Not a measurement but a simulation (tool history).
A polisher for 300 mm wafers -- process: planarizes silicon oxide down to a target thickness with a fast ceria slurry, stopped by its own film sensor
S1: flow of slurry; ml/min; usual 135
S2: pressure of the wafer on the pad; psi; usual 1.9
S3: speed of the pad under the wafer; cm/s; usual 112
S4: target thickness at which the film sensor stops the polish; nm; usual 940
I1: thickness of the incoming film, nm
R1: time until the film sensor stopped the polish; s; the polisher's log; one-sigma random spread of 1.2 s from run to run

Run 1, hour 0.0: usual settings but S3 104 cm/s, S4 1055 nm; I1 1891.9. Result: R1 76.6 s.
Run 2, hour 9.7: usual settings but S3 104 cm/s, S4 1055 nm; I1 1843.3. Result: R1 73.6 s.
Run 3, hour 21.3: usual settings but S3 104 cm/s, S4 1055 nm; I1 1851.8. Result: R1 73.4 s.
Run 4, hour 31.6: usual settings but S4 1016 nm; I1 1865.3. Result: R1 74.0 s.
Run 5, hour 49.0: usual settings; I1 1840.6. Result: R1 78.0 s.
At hour 63.4: worn pad replaced by a new one.
Run 6, hour 66.7: usual settings; I1 1850.7. Result: R1 77.6 s.
Run 7, hour 82.8: usual settings; I1 1840.6. Result: R1 78.9 s.
At hour 90.0: slurry nozzle cleaned.
Run 8, hour 90.5: usual settings; I1 1853.9. Result: R1 77.7 s.
Run 9, hour 100.2: usual settings; I1 1894.1. Result: R1 82.4 s.
Run 10, hour 107.9: usual settings; I1 1843.3. Result: R1 80.2 s.
Run 11, hour 116.6: usual settings but S1 105 ml/min; I1 1860.7. Result: R1 85.7 s.
Run 12, hour 124.0: usual settings but S1 105 ml/min; I1 1863.4. Result: R1 87.3 s.
Run 13, hour 134.3: usual settings but S2 1.4 psi, S4 1053 nm; I1 1854.3. Result: R1 86.2 s.
Run 14, hour 145.4: usual settings but S2 1.4 psi; I1 1822.2. Result: R1 94.2 s.
At hour 150.3: worn pad replaced by a new one.
Run 15, hour 162.9: usual settings but S2 1.4 psi; I1 1858.7. Result: R1 98.1 s.
Run 16, hour 177.2: usual settings but S2 1.4 psi; I1 1851.1. Result: R1 96.6 s.
At hour 185.2: head pressure recalibrated.
Run 17, hour 189.6: usual settings but S4 1154 nm; I1 1872.0. Result: R1 62.4 s.
Run 18, hour 206.2: usual settings but S3 96 cm/s; I1 1849.9. Result: R1 88.4 s.
Run 19, hour 214.4: usual settings but S2 1.4 psi; I1 1842.0. Result: R1 98.2 s.
At hour 230.6: worn pad replaced by a new one.
Run 20, hour 256.7: usual settings but S1 110 ml/min, S2 2.3 psi; I1 1889.1. Result: R1 74.8 s.
Run 21, hour 269.1: usual settings but S1 115 ml/min, S2 1.6 psi, S3 144 cm/s, S4 619 nm; I1 1899.5. Result: R1 107.0 s.
Run 22, hour 287.0: usual settings but S1 115 ml/min, S2 1.6 psi, S3 144 cm/s, S4 619 nm; I1 1863.8. Result: R1 104.2 s.
Run 23, hour 304.5: usual settings; I1 1889.8. Result: R1 82.8 s.
At hour 307.1: slurry nozzle cleaned.
Run 24, hour 317.5: usual settings but S1 160 ml/min, S2 1.4 psi, S3 74 cm/s, S4 832 nm; I1 1858.1. Result: R1 143.3 s.
At hour 322.2: worn pad replaced by a new one.
Run 25, hour 330.4: usual settings but S3 146 cm/s; I1 1867.4. Result: R1 65.6 s.
Run 26, hour 337.3: usual settings but S2 1.4 psi, S3 82 cm/s, S4 1183 nm; I1 1837.2. Result: R1 87.5 s.
Run 27, hour 343.5: usual settings but S1 125 ml/min, S3 126 cm/s; I1 1863.2. Result: R1 74.5 s.
Run 28, hour 356.7: usual settings but S1 155 ml/min, S2 2.6 psi; I1 1833.7. Result: R1 62.7 s.
Run 29, hour 367.0: usual settings but S3 72 cm/s, S4 1099 nm; I1 1880.0. Result: R1 96.5 s.
Run 30, hour 393.5: usual settings; I1 1834.6. Result: R1 77.6 s.
Run 31, hour 405.6: usual settings but S1 115 ml/min, S2 1.6 psi, S3 76 cm/s, S4 751 nm; I1 1859.2. Result: R1 152.4 s.
At hour 421.3: worn pad replaced by a new one.
Run 32, hour 421.8: usual settings but S1 95 ml/min, S2 2.2 psi, S4 743 nm; I1 1840.9. Result: R1 96.4 s.
Run 33, hour 426.0: usual settings; I1 1858.6. Result: R1 82.0 s.

Each row is a separate what-if for the run after 33, all from the same tool condition, not one after another. Results?
Run A, hour 426.4: usual settings but S4 1190 nm; I1 1876.0. Result: R1 ?.
Run B, hour 426.4: usual settings but S1 120 ml/min, S2 2.5 psi, S3 126 cm/s, S4 730 nm; I1 1876.0. Result: R1 ?.
Run C, hour 426.4: usual settings but S1 100 ml/min, S2 1.5 psi, S3 84 cm/s; I1 1876.0. Result: R1 ?.
Run D, hour 426.4: usual settings but S1 100 ml/min, S4 779 nm; I1 1876.0. Result: R1 ?.
Run E, hour 426.4: usual settings but S3 126 cm/s; I1 1876.0. Result: R1 ?.

run     R1
  A   59.2
  B   75.8
  C  125.1
  D  101.3
  E   73.8
Without the tool's hidden state the same runs would have given:
run     R1
  A   59.2
  B   75.8
  C  125.1
  D  101.3
  E   73.8
